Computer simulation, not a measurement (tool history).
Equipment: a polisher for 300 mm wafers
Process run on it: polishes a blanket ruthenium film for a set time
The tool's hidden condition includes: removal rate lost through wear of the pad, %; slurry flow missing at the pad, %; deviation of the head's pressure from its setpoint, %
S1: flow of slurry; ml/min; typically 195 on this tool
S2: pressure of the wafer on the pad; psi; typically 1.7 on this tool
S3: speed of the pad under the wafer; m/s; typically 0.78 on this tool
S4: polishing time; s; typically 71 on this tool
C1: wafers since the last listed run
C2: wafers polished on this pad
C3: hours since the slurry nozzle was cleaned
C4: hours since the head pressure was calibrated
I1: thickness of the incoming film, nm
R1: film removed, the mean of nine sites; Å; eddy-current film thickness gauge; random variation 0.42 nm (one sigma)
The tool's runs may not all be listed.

| run | hour | S1 | S2 | S3 | S4 | C1 | C2 | C3 | C4 | I1 | R1 |
|---|---|---|---|---|---|---|---|---|---|---|---|
| 1 | 0.0 | 220 | 1.7 | 0.78 | 71 | 0 | 830 | 0.6 | 961.1 | 365.7 | 461 |
| 2 | 12.2 | 220 | 1.7 | 0.78 | 71 | 114 | 944 | 12.8 | 973.3 | 374.0 | 458 |
| 3 | 29.6 | 220 | 1.7 | 0.78 | 71 | 162 | 1107 | 30.2 | 990.7 | 367.4 | 464 |
| 4 | 54.8 | 195 | 1.7 | 0.66 | 71 | 235 | 1343 | 55.4 | 1015.9 | 372.8 | 387 |
| 5 | 87.5 | 195 | 1.7 | 0.66 | 71 | 305 | 1649 | 88.1 | 1048.6 | 369.6 | 382 |
| 6 | 118.4 | 195 | 1.7 | 0.72 | 71 | 289 | 1938 | 119.0 | 1079.5 | 368.0 | 424 |
|  | 122.6 | worn pad replaced by a new one |
| 7 | 135.6 | 195 | 1.7 | 0.72 | 71 | 123 | 121 | 136.2 | 1096.7 | 368.0 | 422 |
| 8 | 159.2 | 195 | 1.7 | 0.78 | 71 | 220 | 342 | 159.8 | 1120.3 | 367.4 | 455 |
| 9 | 175.2 | 195 | 1.7 | 0.78 | 71 | 149 | 492 | 175.8 | 1136.3 | 375.2 | 453 |
| 10 | 194.4 | 195 | 1.7 | 0.78 | 71 | 179 | 671 | 195.0 | 1155.5 | 370.6 | 455 |
| 11 | 270.0 | 195 | 1.7 | 0.58 | 71 | 707 | 1379 | 270.6 | 1231.1 | 368.2 | 330 |
| 12 | 283.5 | 195 | 1.7 | 0.58 | 71 | 126 | 1505 | 284.1 | 1244.6 | 369.5 | 340 |
| 13 | 311.3 | 195 | 1.7 | 0.58 | 71 | 260 | 1765 | 311.9 | 1272.4 | 364.7 | 337 |
|  | 322.1 | worn pad replaced by a new one, of another model than before |
| 14 | 337.8 | 195 | 1.7 | 0.78 | 65 | 210 | 146 | 338.4 | 1298.9 | 374.0 | 419 |
|  | 353.3 | head pressure recalibrated |
| 15 | 354.9 | 195 | 1.7 | 0.78 | 65 | 141 | 287 | 355.5 | 1.6 | 367.3 | 429 |
|  | 400.2 | slurry nozzle cleaned |
| 16 | 418.6 | 195 | 1.7 | 0.78 | 71 | 586 | 874 | 18.4 | 65.3 | 370.8 | 466 |
| 17 | 437.8 | 195 | 1.7 | 0.78 | 71 | 179 | 1054 | 37.6 | 84.5 | 371.8 | 469 |
| 18 | 451.7 | 195 | 1.2 | 0.62 | 71 | 130 | 1184 | 51.5 | 98.4 | 369.9 | 307 |
| 19 | 475.4 | 155 | 1.9 | 0.78 | 71 | 221 | 1405 | 75.2 | 122.1 | 370.2 | 495 |
| 20 | 498.1 | 195 | 2.0 | 1.00 | 62 | 212 | 1618 | 97.9 | 144.8 | 373.7 | 559 |
| 21 | 518.3 | 195 | 1.7 | 0.78 | 71 | 188 | 1807 | 118.1 | 165.0 | 365.3 | 458 |
|  | 537.5 | worn pad replaced by a new one |
| 22 | 550.5 | 195 | 1.7 | 0.78 | 65 | 263 | 121 | 150.3 | 197.2 | 371.5 | 426 |
| 23 | 571.5 | 195 | 1.7 | 0.78 | 71 | 196 | 317 | 171.3 | 218.2 | 369.0 | 461 |
| 24 | 588.1 | 255 | 2.3 | 0.78 | 81 | 155 | 473 | 187.9 | 234.8 | 367.0 | 687 |
| 25 | 622.9 | 195 | 1.7 | 0.78 | 71 | 325 | 798 | 222.7 | 269.6 | 368.1 | 464 |
| 26 | 648.8 | 265 | 1.7 | 0.78 | 71 | 242 | 1041 | 248.6 | 295.5 | 367.3 | 478 |
| 27 | 682.6 | 195 | 1.7 | 0.78 | 71 | 316 | 1357 | 282.4 | 329.3 | 368.2 | 461 |
| 28 | 701.0 | 195 | 1.7 | 0.78 | 71 | 172 | 1529 | 300.8 | 347.7 | 368.7 | 457 |
| 29 | 716.3 | 135 | 1.4 | 1.06 | 50 | 143 | 1672 | 316.1 | 363.0 | 371.6 | 355 |
| 30 | 740.3 | 135 | 1.7 | 0.62 | 71 | 224 | 1897 | 340.1 | 387.0 | 370.3 | 383 |
| 31 | 754.1 | 125 | 1.7 | 0.78 | 71 | 129 | 2026 | 353.9 | 400.8 | 369.3 | 442 |
|  | 771.7 | slurry nozzle cleaned |
|  | 772.4 | worn pad replaced by a new one |
| 32 | 781.4 | 150 | 1.7 | 0.78 | 71 | 240 | 84 | 9.7 | 428.1 | 366.6 | 458 |
| 33 | 795.0 | 195 | 1.4 | 0.70 | 71 | 127 | 211 | 23.3 | 441.7 | 370.3 | 378 |
| 34 | 811.6 | 175 | 1.3 | 0.68 | 61 | 155 | 366 | 39.9 | 458.3 | 364.7 | 293 |
| 35 | 838.8 | 175 | 1.3 | 0.92 | 90 | 254 | 621 | 67.1 | 485.5 | 368.8 | 541 |
| 36 | 908.1 | 160 | 1.7 | 0.64 | 71 | 648 | 1269 | 136.4 | 554.8 | 366.0 | 389 |
| 37 | 929.9 | 130 | 1.3 | 0.78 | 63 | 203 | 1473 | 158.2 | 576.6 | 367.9 | 328 |

Branching from run 37: 4 alternative next runs. What would each branch give?
| A | 930.3 | 195 | 2.2 | 0.78 | 71 | 3 | 1477 | 158.6 | 577.0 | 367.4 | ? |
| B | 930.3 | 225 | 1.7 | 0.92 | 62 | 3 | 1477 | 158.6 | 577.0 | 367.4 | ? |
| C | 930.3 | 240 | 2.2 | 0.92 | 82 | 3 | 1477 | 158.6 | 577.0 | 367.4 | ? |
| D | 930.3 | 195 | 1.9 | 0.62 | 71 | 3 | 1477 | 158.6 | 577.0 | 367.4 | ? |

| run | R1 |
|---|---|
| A | 564 |
| B | 467 |
| C | 754 |
| D | 425 |
Stripped of hidden state, with their random variation kept, the same runs would have yielded:
| run | R1 |
|---|---|
| A | 575 |
| B | 475 |
| C | 768 |
| D | 432 |
